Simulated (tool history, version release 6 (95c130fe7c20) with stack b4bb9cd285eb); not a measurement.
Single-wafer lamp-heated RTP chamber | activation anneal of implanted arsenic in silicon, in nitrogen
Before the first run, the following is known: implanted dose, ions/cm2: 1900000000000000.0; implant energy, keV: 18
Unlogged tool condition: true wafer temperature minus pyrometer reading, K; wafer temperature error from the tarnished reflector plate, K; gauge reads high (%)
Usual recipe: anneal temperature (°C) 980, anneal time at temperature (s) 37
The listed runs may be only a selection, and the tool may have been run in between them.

run,hour,anneal temperature (°C),anneal time at temperature (s),wafers since the last listed run,wafers since the last pyrometer calibration,wafers since the reflector plate was cleaned,hours since the gauge calibration,"read-back reference wafer on the same gauge, sheet resistance",sheet resistance of the implanted and annealed layer (ohm/square)
1,0,980,30,0,1069,5783,115.4,125.21,120.79
2,23,980,30,242,1311,6026,138.4,125,120.31
# hour 44.1: pyrometer window cleaned and pyrometer calibrated
3,44.6,980,37,143,5,6169,160,124.83,116.6
4,72.2,980,37,290,296,6460,187.6,125.19,117.88
5,91.8,980,37,206,503,6666,207.2,125.02,117.65
6,117.4,980,37,269,772,6936,232.8,125.08,117.09
7,149.5,980,37,338,1111,7274,264.9,125.11,116.83
8,161.7,980,37,128,1239,7403,277.1,125.04,116.43
9,176.1,980,37,151,1391,7555,291.5,124.88,117.13
# hour 194.9: pyrometer window cleaned and pyrometer calibrated
10,195.4,987,49,119,5,7674,310.8,125.09,105.86
11,214.7,987,49,203,208,7877,330.1,125.31,106.9
12,239.1,1005,47,257,466,8134,354.5,124.9,96.69
# hour 256.4: reflector plate cleaned
13,261.2,960,46,148,614,50,376.6,125.04,126.2
14,284.3,980,37,243,858,293,399.7,125.11,116.97
15,313.7,980,37,309,1167,603,429.1,125.12,117.06
16,339.8,993,53,275,1442,878,455.2,125.1,101.7
# hour 356.8: gauge calibrated
# hour 365.5: pyrometer window cleaned and pyrometer calibrated
17,373.4,990,31,269,83,1148,16.6,124.86,114.28
18,391.6,995,49,191,275,1340,34.8,125.01,102.19
19,419.1,980,37,289,565,1630,62.3,124.94,116.54
20,465.4,991,57,487,1053,2118,108.6,124.94,100.77
21,486.1,993,28,218,1271,2336,129.3,124.73,114.31
22,499.9,980,37,145,1416,2481,143.1,124.99,117.13
# hour 514.9: pyrometer window cleaned and pyrometer calibrated
23,527.7,990,31,208,134,2690,170.9,124.96,113.79

Here are 3 independent what-if runs from the current tool condition. What would each one return?
A,528.1,980,37,4,138,2694,171.3,?,?
B,528.1,980,17,4,138,2694,171.3,?,?
C,528.1,970,37,4,138,2694,171.3,?,?

run,"read-back reference wafer on the same gauge, sheet resistance",sheet resistance of the implanted and annealed layer (ohm/square)
A,124.92,117.34
B,124.92,131.49
C,124.92,123.82
Stripped of hidden state, with their random variation kept, the same runs would have yielded:
run,sheet resistance of the implanted and annealed layer (ohm/square)
A,117.34
B,131.49
C,123.82

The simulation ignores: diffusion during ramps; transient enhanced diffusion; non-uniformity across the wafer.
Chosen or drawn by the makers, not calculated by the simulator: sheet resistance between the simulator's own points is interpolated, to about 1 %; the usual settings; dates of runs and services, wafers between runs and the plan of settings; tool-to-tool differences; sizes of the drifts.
